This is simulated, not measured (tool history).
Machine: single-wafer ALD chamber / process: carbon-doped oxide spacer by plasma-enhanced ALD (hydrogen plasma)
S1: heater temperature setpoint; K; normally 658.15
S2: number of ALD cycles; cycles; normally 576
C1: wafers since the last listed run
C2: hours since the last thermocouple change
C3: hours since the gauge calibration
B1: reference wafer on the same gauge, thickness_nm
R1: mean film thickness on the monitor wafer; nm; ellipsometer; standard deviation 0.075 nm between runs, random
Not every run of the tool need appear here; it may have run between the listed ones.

| run | hour | S1 | S2 | C1 | C2 | C3 | B1 | R1 |
|---|---|---|---|---|---|---|---|---|
| 1 | 0.0 | 658.15 | 576 | 0 | 1368.5 | 229.9 | 32.041 | 29.769 |
| 2 | 12.2 | 658.15 | 576 | 9 | 1380.7 | 242.1 | 31.989 | 29.840 |
| 3 | 28.2 | 658.15 | 576 | 13 | 1396.7 | 258.1 | 31.968 | 29.564 |
| 4 | 42.3 | 658.15 | 576 | 11 | 1410.8 | 272.2 | 31.936 | 29.598 |
| 5 | 52.4 | 658.15 | 576 | 8 | 1420.9 | 282.3 | 31.918 | 29.530 |
|  | 74.4 | gauge calibrated |
| 6 | 104.3 | 658.15 | 576 | 42 | 1472.8 | 29.9 | 32.228 | 30.037 |
| 7 | 112.9 | 658.15 | 576 | 7 | 1481.4 | 38.5 | 32.236 | 30.047 |
| 8 | 122.8 | 658.15 | 576 | 8 | 1491.3 | 48.4 | 32.254 | 29.904 |
| 9 | 129.3 | 658.15 | 543 | 5 | 1497.8 | 54.9 | 32.238 | 28.213 |
| 10 | 147.1 | 658.15 | 543 | 14 | 1515.6 | 72.7 | 32.212 | 28.183 |
| 11 | 154.4 | 653.15 | 576 | 5 | 1522.9 | 80.0 | 32.204 | 29.835 |
| 12 | 170.0 | 658.15 | 518 | 12 | 1538.5 | 95.6 | 32.196 | 26.966 |
| 13 | 177.4 | 658.15 | 518 | 6 | 1545.9 | 103.0 | 32.191 | 26.854 |
| 14 | 189.7 | 658.15 | 576 | 10 | 1558.2 | 115.3 | 32.172 | 29.837 |
| 15 | 201.5 | 658.15 | 576 | 9 | 1570.0 | 127.1 | 32.160 | 29.923 |
| 16 | 211.1 | 658.15 | 576 | 7 | 1579.6 | 136.7 | 32.164 | 29.859 |
| 17 | 219.7 | 658.15 | 576 | 7 | 1588.2 | 145.3 | 32.178 | 30.011 |
| 18 | 234.3 | 658.15 | 576 | 11 | 1602.8 | 159.9 | 32.154 | 29.905 |
| 19 | 246.9 | 658.15 | 576 | 10 | 1615.4 | 172.5 | 32.121 | 29.664 |
| 20 | 260.9 | 658.15 | 576 | 11 | 1629.4 | 186.5 | 32.112 | 29.740 |
|  | 293.3 | thermocouple changed; heater temperature recalibrated |
| 21 | 300.5 | 652.15 | 619 | 25 | 7.2 | 226.1 | 32.039 | 31.970 |
| 22 | 313.4 | 658.15 | 576 | 10 | 20.1 | 239.0 | 31.987 | 29.522 |
| 23 | 330.8 | 658.15 | 486 | 14 | 37.5 | 256.4 | 31.953 | 25.020 |
| 24 | 339.5 | 671.15 | 499 | 7 | 46.2 | 265.1 | 31.948 | 25.667 |
| 25 | 353.8 | 658.15 | 576 | 11 | 60.5 | 279.4 | 31.911 | 29.679 |
| 26 | 367.3 | 658.15 | 610 | 10 | 74.0 | 292.9 | 31.883 | 31.249 |
| 27 | 379.0 | 658.15 | 576 | 9 | 85.7 | 304.6 | 31.811 | 29.357 |
|  | 387.2 | gauge calibrated |
| 28 | 388.3 | 663.15 | 651 | 7 | 95.0 | 1.1 | 32.170 | 33.681 |
| 29 | 403.8 | 667.15 | 576 | 12 | 110.5 | 16.6 | 32.179 | 29.821 |
| 30 | 413.8 | 644.15 | 547 | 8 | 120.5 | 26.6 | 32.174 | 28.398 |
| 31 | 466.8 | 648.15 | 623 | 43 | 173.5 | 79.6 | 32.132 | 32.217 |
| 32 | 476.2 | 654.15 | 630 | 7 | 182.9 | 89.0 | 32.126 | 32.794 |
| 33 | 491.4 | 658.15 | 576 | 12 | 198.1 | 104.2 | 32.116 | 29.717 |
| 34 | 505.6 | 658.15 | 497 | 11 | 212.3 | 118.4 | 32.102 | 25.756 |
| 35 | 512.5 | 647.15 | 668 | 5 | 219.2 | 125.3 | 32.088 | 34.512 |
| 36 | 523.7 | 672.15 | 648 | 9 | 230.4 | 136.5 | 32.082 | 33.448 |
| 37 | 539.7 | 647.15 | 690 | 13 | 246.4 | 152.5 | 32.076 | 35.683 |
| 38 | 556.0 | 664.15 | 497 | 13 | 262.7 | 168.8 | 32.043 | 25.698 |
| 39 | 563.6 | 658.15 | 576 | 6 | 270.3 | 176.4 | 32.042 | 29.710 |
| 40 | 575.4 | 645.15 | 664 | 9 | 282.1 | 188.2 | 32.016 | 34.133 |
| 41 | 586.9 | 658.15 | 625 | 9 | 293.6 | 199.7 | 31.999 | 32.136 |

What differs in the tool's unlogged condition from the final listed run ahead of each entry between runs to the first listed run following it?
In the gap between runs 5 and 6: gauge calibrated (hour 74.4)
  gauge reads high (%): -0.907 -> 0.122
  difference, measured minus the result without the unlogged condition, R1: -0.270 -> +0.036 nm
In the gap between runs 20 and 21: thermocouple changed; heater temperature recalibrated (hour 293.3)
  gauge reads high (%): -0.337 -> -0.558
  difference, measured minus the result without the unlogged condition, R1: -0.101 -> -0.179 nm
In the gap between runs 27 and 28: gauge calibrated (hour 387.2)
  gauge reads high (%): -1.12 -> -0.105
  difference, measured minus the result without the unlogged condition, R1: -0.333 -> -0.035 nm
